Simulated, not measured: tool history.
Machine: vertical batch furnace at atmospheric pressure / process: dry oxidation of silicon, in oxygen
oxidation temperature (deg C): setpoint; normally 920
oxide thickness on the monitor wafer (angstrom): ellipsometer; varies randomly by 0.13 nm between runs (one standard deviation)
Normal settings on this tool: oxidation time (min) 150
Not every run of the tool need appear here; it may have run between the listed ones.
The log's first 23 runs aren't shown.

run,hour,oxidation temperature (deg C),oxidation time (min),wafers since the last listed run,hours since the last temperature calibration,hours since the boat lift was adjusted,hours since the gauge calibration,"read-back reference wafer on the same gauge, thickness",oxide thickness on the monitor wafer (angstrom)
24,1111.6,905,150,405,193.2,249.9,98.8,45.39,347.7
25,1144.7,900,150,415,226.3,283,131.9,45.38,328.1
26,1215.4,900,83,887,297,353.7,202.6,45.36,219.9
27,1269.5,907,150,679,351.1,407.8,256.7,45.45,352.7
28,1341.5,920,224.5,903,423.1,479.8,328.7,45.39,542.1
29,1376.9,941,130,444,458.5,515.2,364.1,45.4,457.9
30,1433.6,898,150,711,515.2,571.9,420.8,45.43,319.9
31,1458.2,945,150,308,539.8,596.5,445.4,45.43,530
32,1505.1,936,200,588,586.7,643.4,492.3,45.39,593.7
33,1532.1,906,99.5,338,613.7,670.4,519.3,45.41,262.9

Forecast each of these 4 alternatives for the next run:
A,1538,920,150,74,619.6,676.3,525.2,?,?
B,1538,909,215,74,619.6,676.3,525.2,?,?
C,1538,929,120.5,74,619.6,676.3,525.2,?,?
D,1538,900,194,74,619.6,676.3,525.2,?,?

run,"read-back reference wafer on the same gauge, thickness",oxide thickness on the monitor wafer (angstrom)
A,45.39,404.3
B,45.39,464.1
C,45.39,380.5
D,45.39,390.5
What these runs would have given with no unlogged condition in the tool:
run,oxide thickness on the monitor wafer (angstrom)
A,412.7
B,474.2
C,388.2
D,398.9

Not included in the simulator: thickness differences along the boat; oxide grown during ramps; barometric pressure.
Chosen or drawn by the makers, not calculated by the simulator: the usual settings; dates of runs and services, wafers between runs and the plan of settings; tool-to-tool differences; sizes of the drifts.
